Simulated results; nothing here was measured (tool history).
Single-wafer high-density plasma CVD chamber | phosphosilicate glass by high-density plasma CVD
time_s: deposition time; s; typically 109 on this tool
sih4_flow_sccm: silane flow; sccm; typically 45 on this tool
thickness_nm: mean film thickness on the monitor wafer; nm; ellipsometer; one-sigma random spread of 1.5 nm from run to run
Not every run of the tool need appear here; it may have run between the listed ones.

run	hour	time_s	sih4_flow_sccm	wafers since the last listed run	hours since the silane flow controller was replaced	hours since the gauge calibration	read-back reference wafer on the same gauge, thickness_nm	thickness_nm
1	0	109	45	0	2313.9	464	598.255	486.541
2	56.6	109	45	598	2370.5	520.6	598.215	483.15
3	138.7	109	45	868	2452.6	602.7	597.621	486.03
# hour 184.4: gauge calibrated
4	243	109	45	1102	2556.9	58.6	597.565	482.338
5	318.1	109	45	794	2632	133.7	597.972	482.566
6	416.2	109	39	1037	2730.1	231.8	598.297	417.699
# hour 488.1: silane flow controller replaced
7	492	109	45	716	3.9	307.6	598.196	504.876
8	705.1	109	45	2253	217	520.7	597.856	504.891
9	750.7	109	45	482	262.6	566.3	598.399	500.724
10	828.8	109	36	825	340.7	644.4	598.022	402.663
11	908.5	91	43	842	420.4	724.1	598.632	398.281
# hour 942.3: gauge calibrated
12	983	121	48	787	494.9	40.7	598.181	592.027
13	1068	125	38	898	579.9	125.7	597.979	482.255
14	1146.9	93	45	834	658.8	204.6	598.234	426.745
15	1200.3	95	41	564	712.2	258	598.395	394.557
16	1287.3	89	45	919	799.2	345	597.976	404.642

What if the next run were any one of these 5? Each begins from the tool's condition after run 16:
A	1287.7	109	48	4	799.6	345.4	?	?
B	1287.7	116	36	4	799.6	345.4	?	?
C	1287.7	103	39	4	799.6	345.4	?	?
D	1287.7	94	43	4	799.6	345.4	?	?
E	1287.7	102	39	4	799.6	345.4	?	?

run	read-back reference wafer on the same gauge, thickness_nm	thickness_nm
A	598.153	530.911
B	598.153	423.754
C	598.153	407.62
D	598.153	410.157
E	598.153	403.663
Take away the tool's hidden state, keep each run's random variation, and the runs would have read:
run	thickness_nm
A	543.958
B	434.168
C	417.637
D	420.236
E	413.582
